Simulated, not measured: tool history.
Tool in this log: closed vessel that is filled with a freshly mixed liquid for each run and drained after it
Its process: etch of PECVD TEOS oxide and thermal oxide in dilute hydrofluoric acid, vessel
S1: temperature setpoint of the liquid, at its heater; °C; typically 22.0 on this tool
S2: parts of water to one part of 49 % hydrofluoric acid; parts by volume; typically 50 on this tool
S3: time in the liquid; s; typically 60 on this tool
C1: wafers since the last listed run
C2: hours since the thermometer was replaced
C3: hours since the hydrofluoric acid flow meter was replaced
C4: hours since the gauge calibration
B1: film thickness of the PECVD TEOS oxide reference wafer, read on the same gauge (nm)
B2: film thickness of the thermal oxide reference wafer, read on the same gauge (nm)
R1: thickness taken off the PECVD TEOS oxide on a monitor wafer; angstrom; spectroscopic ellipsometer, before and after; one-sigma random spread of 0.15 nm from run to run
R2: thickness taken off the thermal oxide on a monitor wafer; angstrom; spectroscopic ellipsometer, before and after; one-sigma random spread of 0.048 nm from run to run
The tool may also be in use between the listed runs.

run	hour	S1	S2	S3	C1	C2	C3	C4	B1	B2	R1	R2
1	0.0	22.0	50	60	0	1527.0	285.4	50.4	109.99	80.04	230.3	60.2
2	70.2	22.0	50	60	8636	1597.2	355.6	120.6	109.98	79.98	233.2	60.5
3	167.2	22.0	50	60	11933	1694.2	452.6	217.6	110.04	80.00	234.5	60.7
4	214.0	22.0	50	60	5757	1741.0	499.4	264.4	110.04	80.01	233.8	61.9
5	321.6	22.0	50	60	13237	1848.6	607.0	372.0	109.99	80.02	231.4	62.3
6	429.1	22.0	50	80	13224	1956.1	714.5	479.5	109.99	80.00	320.3	83.2
7	498.7	22.0	50	80	8562	2025.7	784.1	549.1	110.02	79.95	319.2	83.0
8	576.1	22.0	70	60	9521	2103.1	861.5	626.5	110.01	79.98	167.8	43.8
# hour 596.4: thermometer replaced
9	633.8	23.5	50	70	6975	37.4	919.2	684.2	109.99	80.03	275.7	71.8
10	729.0	24.5	50	70	11711	132.6	1014.4	779.4	110.02	79.98	289.8	75.8

Run 11 is up next; what results do you expect?
11	782.7	20.0	50	60	6606	186.3	1068.1	833.1	?	?	?	?

B1: 109.99
B2: 80.03
R1: 204.5 angstrom
R2: 53.3 angstrom
On a tool with no hidden condition, and with the same random variation, this run would have come out at R1 194.5 angstrom, R2 50.7 angstrom.
